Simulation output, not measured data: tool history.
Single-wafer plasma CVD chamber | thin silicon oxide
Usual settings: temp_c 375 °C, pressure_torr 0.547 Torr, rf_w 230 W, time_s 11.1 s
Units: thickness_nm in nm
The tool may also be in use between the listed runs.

run   hour  temp_c  pressure_torr  rf_w  time_s  read-back reference wafer on the same gauge, thickness_nm  thickness_nm
  1      0     375          0.547   230    11.1                                                     10.598        12.515
  2   49.2     375          0.547   230    11.1                                                     10.588        12.585
  3   90.5     375          0.547   230    11.1                                                     10.591        12.531
  4  130.4     375           0.63   230    11.1                                                     10.599        14.501
  5  182.4     375          0.547   230    11.1                                                     10.627        12.503
  6  224.6     375          0.547   230    11.1                                                     10.595        12.703
     254.4  -- RF generator calibrated
  7  263.9     375          0.547   230    11.1                                                     10.582        12.628
  8  288.6     385          0.547   230    11.1                                                     10.598        12.652
  9  358.8     375          0.547   230    10.5                                                     10.608        12.046
       376  -- showerhead replaced
     390.5  -- capacitance manometer re-zeroed and calibrated
 10  429.3     386          0.547   265    11.1                                                     10.604        12.911
 11  471.4     381          0.617   230    11.1                                                     10.603        13.499
     480.5  -- gauge calibrated
 12  515.6     375          0.547   230    11.1                                                     10.585        11.908
     528.7  -- thermocouple changed; heater temperature recalibrated
 13  582.8     375          0.434   215    11.1                                                     10.597         9.086
 14  622.7     381          0.617   230    11.1                                                     10.604        13.422
 15  654.3     380          0.547   230    11.1                                                      10.62        12.015
 16  679.8     365          0.547   260    11.1                                                     10.606        12.845

The tool's hidden state at each run:
wafer temperature above the value expected at the setpoint (K): 0 in every run
delivered RF power above the setpoint (%): 0 in every run
gauge reads high (%): 0 in every run
H1: true pressure above the setpoint (%)
run     H1
  1   2.79
  2   3.09
  3   3.35
  4   3.61
  5   3.96
  6   4.26
  7   4.54
  8   4.72
  9   5.25
 10  -1.29
 11  -1.28
 12  -1.26
 13   -1.2
 14  -1.16
 15  -1.12
 16  -1.09
